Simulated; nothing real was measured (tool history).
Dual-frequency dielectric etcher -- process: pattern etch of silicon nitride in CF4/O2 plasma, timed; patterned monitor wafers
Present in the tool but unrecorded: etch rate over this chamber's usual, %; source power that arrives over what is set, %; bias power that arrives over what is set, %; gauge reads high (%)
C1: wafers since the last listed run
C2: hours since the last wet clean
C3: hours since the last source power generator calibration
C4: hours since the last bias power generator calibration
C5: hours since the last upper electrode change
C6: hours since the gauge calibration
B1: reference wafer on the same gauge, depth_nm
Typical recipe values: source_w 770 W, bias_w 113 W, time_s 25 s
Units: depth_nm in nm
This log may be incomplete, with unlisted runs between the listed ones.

run 1 hour=0 | source_w=680 bias_w=113 time_s=19 | C1=0 C2=144.3 C3=3681.9 C4=1220.6 C5=3845.8 C6=246.3 | B1=57.9 | depth_nm=38.7
run 2 hour=15.9 | source_w=680 bias_w=113 time_s=19 | C1=366 C2=160.2 C3=3697.8 C4=1236.5 C5=3861.7 C6=262.2 | B1=57.9 | depth_nm=38.9
run 3 hour=109.5 | source_w=680 bias_w=113 time_s=19 | C1=2155 C2=253.8 C3=3791.4 C4=1330.1 C5=3955.3 C6=355.8 | B1=57.9 | depth_nm=38.4
run 4 hour=131.7 | source_w=770 bias_w=113 time_s=25 | C1=511 C2=276 C3=3813.6 C4=1352.3 C5=3977.5 C6=378 | B1=57.9 | depth_nm=58
run 5 hour=149.2 | source_w=770 bias_w=113 time_s=25 | C1=403 C2=293.5 C3=3831.1 C4=1369.8 C5=3995 C6=395.5 | B1=57.9 | depth_nm=57.2
run 6 hour=184.4 | source_w=770 bias_w=113 time_s=25 | C1=810 C2=328.7 C3=3866.3 C4=1405 C5=4030.2 C6=430.7 | B1=57.9 | depth_nm=57.1
-- hour=214.7 gauge calibrated
run 7 hour=216.1 | source_w=770 bias_w=99 time_s=25 | C1=730 C2=360.4 C3=3898 C4=1436.7 C5=4061.9 C6=1.4 | B1=57.9 | depth_nm=54.7
run 8 hour=247.8 | source_w=770 bias_w=99 time_s=25 | C1=730 C2=392.1 C3=3929.7 C4=1468.4 C5=4093.6 C6=33.1 | B1=58 | depth_nm=54.6
run 9 hour=261.5 | source_w=770 bias_w=99 time_s=25 | C1=315 C2=405.8 C3=3943.4 C4=1482.1 C5=4107.3 C6=46.8 | B1=57.9 | depth_nm=54.5
-- hour=284.2 source power generator calibrated
run 10 hour=287.9 | source_w=770 bias_w=113 time_s=25 | C1=515 C2=432.2 C3=3.7 C4=1508.5 C5=4133.7 C6=73.2 | B1=57.9 | depth_nm=57.1
run 11 hour=300.6 | source_w=770 bias_w=113 time_s=25 | C1=292 C2=444.9 C3=16.4 C4=1521.2 C5=4146.4 C6=85.9 | B1=57.9 | depth_nm=57.1
-- hour=334.6 wet clean of the chamber
-- hour=350.7 upper electrode replaced
run 12 hour=351.2 | source_w=770 bias_w=113 time_s=25 | C1=240 C2=16.6 C3=67 C4=1571.8 C5=0.5 C6=136.5 | B1=57.9 | depth_nm=56.1
run 13 hour=362 | source_w=670 bias_w=113 time_s=25 | C1=248 C2=27.4 C3=77.8 C4=1582.6 C5=11.3 C6=147.3 | B1=57.9 | depth_nm=49
-- hour=378.1 bias power generator calibrated
run 14 hour=390.7 | source_w=770 bias_w=125 time_s=21 | C1=568 C2=56.1 C3=106.5 C4=12.6 C5=40 C6=176 | B1=57.9 | depth_nm=48.6
run 15 hour=425.4 | source_w=630 bias_w=137 time_s=25 | C1=799 C2=90.8 C3=141.2 C4=47.3 C5=74.7 C6=210.7 | B1=57.9 | depth_nm=48.9
-- hour=456.8 wet clean of the chamber, repeated, since the last time left the tool worse
run 16 hour=457.3 | source_w=700 bias_w=113 time_s=25 | C1=181 C2=0.5 C3=173.1 C4=79.2 C5=106.6 C6=242.6 | B1=57.8 | depth_nm=53.3
run 17 hour=480.2 | source_w=890 bias_w=91 time_s=23 | C1=527 C2=23.4 C3=196 C4=102.1 C5=129.5 C6=265.5 | B1=57.9 | depth_nm=57.2
run 18 hour=504.7 | source_w=770 bias_w=113 time_s=25 | C1=564 C2=47.9 C3=220.5 C4=126.6 C5=154 C6=290 | B1=57.8 | depth_nm=58.4
run 19 hour=521.1 | source_w=690 bias_w=139 time_s=31.5 | C1=377 C2=64.3 C3=236.9 C4=143 C5=170.4 C6=306.4 | B1=57.9 | depth_nm=71.1
run 20 hour=547.6 | source_w=880 bias_w=135 time_s=25 | C1=610 C2=90.8 C3=263.4 C4=169.5 C5=196.9 C6=332.9 | B1=57.9 | depth_nm=70.6
run 21 hour=580.3 | source_w=700 bias_w=120 time_s=25 | C1=753 C2=123.5 C3=296.1 C4=202.2 C5=229.6 C6=365.6 | B1=57.9 | depth_nm=53.7
run 22 hour=650.3 | source_w=770 bias_w=113 time_s=25 | C1=1612 C2=193.5 C3=366.1 C4=272.2 C5=299.6 C6=435.6 | B1=57.9 | depth_nm=57.4
run 23 hour=664.9 | source_w=720 bias_w=92 time_s=19 | C1=336 C2=208.1 C3=380.7 C4=286.8 C5=314.2 C6=450.2 | B1=57.9 | depth_nm=38.3
run 24 hour=685.5 | source_w=770 bias_w=137 time_s=19.5 | C1=474 C2=228.7 C3=401.3 C4=307.4 C5=334.8 C6=470.8 | B1=57.9 | depth_nm=48.2

Selected run-to-run steps in depth_nm, each split into two signed amounts: the part the tool would show with no hidden state at all (from settings, incoming material and random variation), and the remainder, which goes to the hidden state together with any gauge scatter not common to the measured and the hidden-state-free results:
Run 3 -> 4: source_w 680 -> 770, time_s 19 -> 25. depth_nm +19.6 nm: hidden state -0.4, all else +20.
Run 11 -> 12: wet clean of the chamber, upper electrode replaced. depth_nm -1 nm: hidden state -1.1, all else +0.1.
Run 15 -> 16: source_w 630 -> 700, bias_w 137 -> 113, wet clean of the chamber, repeated, since the last time left the tool worse. depth_nm +4.4 nm: hidden state +2.2, all else +2.2.
Run 22 -> 23: source_w 770 -> 720, bias_w 113 -> 92, time_s 25 -> 19. depth_nm -19.1 nm: hidden state +0.1, all else -19.2.
